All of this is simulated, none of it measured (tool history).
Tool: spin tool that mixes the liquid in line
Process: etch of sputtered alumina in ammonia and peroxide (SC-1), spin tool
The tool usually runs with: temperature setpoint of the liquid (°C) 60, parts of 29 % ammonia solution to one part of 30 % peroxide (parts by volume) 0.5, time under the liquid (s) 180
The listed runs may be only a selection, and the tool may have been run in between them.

| run | day | temperature setpoint of the liquid (°C) | parts of 29 % ammonia solution to one part of 30 % peroxide (parts by volume) | time under the liquid (s) | read-back film thickness of the sputtered alumina reference wafer, read on the same gauge (nm) | thickness taken off the sputtered alumina on a monitor wafer (Å) |
|---|---|---|---|---|---|---|
| 1 | 0 | 60 | 0.5 | 180 | 109.99 | 147 |
| 2 | 0.329 | 60 | 0.5 | 180 | 110.02 | 146.4 |
|  | 0.642 | new drum of ammonia solution connected |
| 3 | 1.225 | 60 | 0.5 | 180 | 110.01 | 147.7 |
| 4 | 1.817 | 60 | 0.5 | 180 | 109.99 | 143.5 |
| 5 | 2.329 | 60 | 0.5 | 180 | 110.02 | 145.1 |
| 6 | 2.958 | 60 | 0.65 | 85 | 110.01 | 70.8 |
|  | 3.142 | gauge calibrated |
| 7 | 3.317 | 60 | 0.35 | 255 | 110.01 | 201.4 |
| 8 | 3.804 | 60 | 0.6 | 180 | 110.01 | 151 |
| 9 | 4.367 | 65 | 0.5 | 215 | 110 | 225.7 |
| 10 | 4.838 | 52.5 | 0.55 | 275 | 110 | 150.1 |
|  | 4.979 | thermometer replaced |
| 11 | 5.233 | 60 | 0.65 | 85 | 110.01 | 69.4 |
| 12 | 5.667 | 60 | 0.5 | 180 | 110 | 146.8 |
| 13 | 6.267 | 68 | 0.5 | 180 | 110 | 220.1 |
|  | 6.496 | heated supply line repaired |
| 14 | 6.896 | 53 | 0.45 | 110 | 110.01 | 64.5 |
| 15 | 7.646 | 57 | 0.3 | 245 | 110.01 | 174.6 |
| 16 | 8.121 | 60 | 0.65 | 265 | 110.01 | 235.9 |
| 17 | 8.421 | 60 | 0.25 | 105 | 109.99 | 86 |
|  | 8.904 | new drum of ammonia solution connected |
| 18 | 8.992 | 60 | 0.5 | 180 | 110.01 | 155.6 |
| 19 | 9.604 | 60 | 0.5 | 180 | 110 | 154.3 |
| 20 | 9.888 | 69.5 | 0.4 | 180 | 110.01 | 245.7 |
| 21 | 11.488 | 60 | 0.5 | 180 | 110 | 156 |
| 22 | 12.058 | 67.5 | 0.5 | 225 | 110.01 | 281.1 |
| 23 | 12.712 | 57 | 0.65 | 210 | 110.01 | 159.8 |
| 24 | 13.288 | 64.5 | 0.5 | 180 | 109.97 | 195.5 |
| 25 | 13.758 | 67.5 | 0.5 | 180 | 110 | 223.6 |
| 26 | 14.167 | 60 | 0.65 | 180 | 109.99 | 157.7 |

3 ways to go on from here, each from the tool as it stands after run 26. What would each give?
| A | 14.188 | 60 | 0.5 | 180 | ? | ? |
| B | 14.188 | 51.5 | 0.7 | 230 | ? | ? |
| C | 14.188 | 56.5 | 0.7 | 90 | ? | ? |

| run | read-back film thickness of the sputtered alumina reference wafer, read on the same gauge (nm) | thickness taken off the sputtered alumina on a monitor wafer (Å) |
|---|---|---|
| A | 110 | 155.8 |
| B | 110 | 130.9 |
| C | 110 | 67 |
With the hidden condition removed and each run's random variation left untouched, the same runs would have given:
| run | thickness taken off the sputtered alumina on a monitor wafer (Å) |
|---|---|
| A | 160.6 |
| B | 135.1 |
| C | 69.1 |

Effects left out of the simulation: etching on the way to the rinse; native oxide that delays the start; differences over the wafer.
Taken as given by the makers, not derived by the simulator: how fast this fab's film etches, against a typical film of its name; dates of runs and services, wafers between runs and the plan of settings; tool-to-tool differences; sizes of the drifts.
